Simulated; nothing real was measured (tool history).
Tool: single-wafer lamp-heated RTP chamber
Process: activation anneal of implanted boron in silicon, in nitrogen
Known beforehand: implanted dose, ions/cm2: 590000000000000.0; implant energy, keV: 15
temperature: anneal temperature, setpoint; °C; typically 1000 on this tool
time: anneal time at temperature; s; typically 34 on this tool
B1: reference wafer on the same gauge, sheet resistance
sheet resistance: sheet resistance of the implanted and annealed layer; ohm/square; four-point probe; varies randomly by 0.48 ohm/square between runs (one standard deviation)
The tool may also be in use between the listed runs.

run 1 day=0 | temperature=983 time=34 | B1=244.01 | sheet_resistance=221.51
run 2 day=3.542 | temperature=983 time=34 | B1=243.84 | sheet_resistance=221.9
run 3 day=5.85 | temperature=983 time=34 | B1=243.78 | sheet_resistance=220.89
-- day=11.721 reflector plate cleaned
run 4 day=13.004 | temperature=1011 time=34 | B1=244.07 | sheet_resistance=215.46
-- day=13.717 pyrometer window cleaned and pyrometer calibrated
run 5 day=17.338 | temperature=1011 time=34 | B1=243.99 | sheet_resistance=214.36
run 6 day=18.896 | temperature=1011 time=34 | B1=243.91 | sheet_resistance=215.23
run 7 day=21.962 | temperature=1000 time=34 | B1=244.01 | sheet_resistance=217.23
run 8 day=23.542 | temperature=1000 time=34 | B1=244.04 | sheet_resistance=215.97
run 9 day=26.242 | temperature=1000 time=44 | B1=243.85 | sheet_resistance=216.64
-- day=30.246 pyrometer window cleaned and pyrometer calibrated
run 10 day=30.471 | temperature=1000 time=44 | B1=244.15 | sheet_resistance=216.16
run 11 day=34.55 | temperature=1000 time=34 | B1=243.94 | sheet_resistance=215.56
-- day=35.321 reflector plate cleaned
run 12 day=36.412 | temperature=1000 time=34 | B1=243.87 | sheet_resistance=217.55
run 13 day=39.025 | temperature=987 time=21 | B1=244.08 | sheet_resistance=222.8
run 14 day=40.829 | temperature=1010 time=14 | B1=243.76 | sheet_resistance=218.65
run 15 day=43.371 | temperature=1016 time=51 | B1=243.95 | sheet_resistance=213.98
run 16 day=46.492 | temperature=1000 time=34 | B1=243.92 | sheet_resistance=217.3
-- day=47.504 pyrometer window cleaned and pyrometer calibrated
run 17 day=48.767 | temperature=992 time=48 | B1=244.08 | sheet_resistance=216.71
-- day=57.583 gauge calibrated
-- day=57.662 reflector plate cleaned
run 18 day=61.754 | temperature=1022 time=15 | B1=243.88 | sheet_resistance=216.3
run 19 day=64.512 | temperature=1026 time=43 | B1=243.92 | sheet_resistance=212.08
-- day=66.612 pyrometer window cleaned and pyrometer calibrated
run 20 day=67.629 | temperature=1026 time=43 | B1=244.11 | sheet_resistance=212.39
run 21 day=69.754 | temperature=987 time=15 | B1=243.84 | sheet_resistance=223.63
run 22 day=73.588 | temperature=1015 time=27 | B1=244.21 | sheet_resistance=215.3
run 23 day=76.208 | temperature=991 time=14 | B1=243.96 | sheet_resistance=220.93
-- day=77.262 reflector plate cleaned
run 24 day=80.275 | temperature=1000 time=48 | B1=243.9 | sheet_resistance=216.9
-- day=82.479 pyrometer window cleaned and pyrometer calibrated
run 25 day=82.55 | temperature=1018 time=34 | B1=244.07 | sheet_resistance=215.11

Below, some changes in sheet resistance between adjacent runs. For each, the amount present without the hidden state too (settings, incoming material, random variation) and the amount remaining for the hidden state with gauge scatter not shared by both compared results:
Hidden conditions of the tool in this case: true wafer temperature minus pyrometer reading, K; wafer temperature error from the tarnished reflector plate, K; gauge reads high (%).
Run 3 -> 4: temperature 983 -> 1011, reflector plate cleaned. sheet resistance -5.43 ohm/square: hidden state +3.32, all else -8.75.
Run 20 -> 21: temperature 1026 -> 987, time 43 -> 15. sheet resistance +11.24 ohm/square: hidden state -3.03, all else +14.27.
Run 21 -> 22: temperature 987 -> 1015, time 15 -> 27. sheet resistance -8.33 ohm/square: hidden state +2.8, all else -11.13.
